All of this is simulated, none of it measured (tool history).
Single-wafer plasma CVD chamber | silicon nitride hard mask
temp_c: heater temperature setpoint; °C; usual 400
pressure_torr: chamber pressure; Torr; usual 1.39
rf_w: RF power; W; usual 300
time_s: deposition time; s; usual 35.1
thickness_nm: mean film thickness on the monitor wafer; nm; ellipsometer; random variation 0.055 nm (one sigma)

run,hour,temp_c,pressure_torr,rf_w,time_s,wafers since the last listed run,hours since the last thermocouple change,hours since the last RF generator calibration,hours since the last manometer calibration,hours since the showerhead was replaced,hours since the gauge calibration,"read-back reference wafer on the same gauge, thickness_nm",thickness_nm
1,0.0,400,1.16,300,35.1,0,1274.0,2310.6,1523.5,3071.8,123.1,36.218,33.062
2,15.2,400,1.39,300,35.1,304,1289.2,2325.8,1538.7,3087.0,138.3,36.207,34.917
3,22.2,400,1.39,300,35.1,140,1296.2,2332.8,1545.7,3094.0,145.3,36.214,34.797
4,73.8,400,1.39,300,35.1,1034,1347.8,2384.4,1597.3,3145.6,196.9,36.185,34.664
5,91.1,400,1.39,300,35.1,346,1365.1,2401.7,1614.6,3162.9,214.2,36.213,34.617
6,104.6,400,1.39,300,35.1,270,1378.6,2415.2,1628.1,3176.4,227.7,36.202,34.662
7,114.9,400,1.39,300,35.1,206,1388.9,2425.5,1638.4,3186.7,238.0,36.208,34.759
8,148.8,400,1.39,300,35.1,679,1422.8,2459.4,1672.3,3220.6,271.9,36.190,34.543
# hour 165.3: capacitance manometer re-zeroed and calibrated
# hour 166.1: showerhead replaced
9,166.6,400,1.39,300,35.1,179,1440.6,2477.2,1.3,0.5,289.7,36.204,34.563
10,167.8,400,1.39,300,35.1,24,1441.8,2478.4,2.5,1.7,290.9,36.205,34.535
11,175.3,400,1.39,300,35.1,150,1449.3,2485.9,10.0,9.2,298.4,36.194,34.534
# hour 177.3: gauge calibrated
12,187.5,400,1.39,300,33.1,244,1461.5,2498.1,22.2,21.4,10.2,36.199,32.584
13,203.0,400,1.60,300,40.8,310,1477.0,2513.6,37.7,36.9,25.7,36.210,41.677
# hour 211.5: thermocouple changed; heater temperature recalibrated
14,212.0,400,1.39,335,35.1,20,0.5,2522.6,46.7,45.9,34.7,36.202,37.283
# hour 222.1: RF generator calibrated
15,224.7,400,1.39,300,35.1,94,13.2,2.6,59.4,58.6,47.4,36.197,36.213
16,232.5,387,1.39,340,35.1,156,21.0,10.4,67.2,66.4,55.2,36.207,39.686
17,250.1,400,1.39,300,35.1,352,38.6,28.0,84.8,84.0,72.8,36.205,36.326
18,257.2,400,1.06,265,38.5,142,45.7,35.1,91.9,91.1,79.9,36.202,33.640
19,270.3,386,1.39,300,35.1,262,58.8,48.2,105.0,104.2,93.0,36.192,36.445
20,276.8,400,1.39,300,35.1,130,65.3,54.7,111.5,110.7,99.5,36.210,36.262
21,292.6,400,1.39,265,38.8,316,81.1,70.5,127.3,126.5,115.3,36.199,36.760
22,305.9,400,1.39,300,35.1,266,94.4,83.8,140.6,139.8,128.6,36.204,36.263

The same runs without the tool's hidden state, with the same run-to-run variation:
The hidden state here: wafer temperature above the value expected at the setpoint (K); delivered RF power above the setpoint (%); true pressure above the setpoint (%); gauge reads high (%).
run,thickness_nm
1,34.794
2,36.769
3,36.653
4,36.593
5,36.571
6,36.640
7,36.759
8,36.585
9,36.636
10,36.608
11,36.619
12,34.571
13,44.249
14,39.509
15,36.618
16,40.097
17,36.732
18,34.032
19,36.853
20,36.669
21,37.189
22,36.671
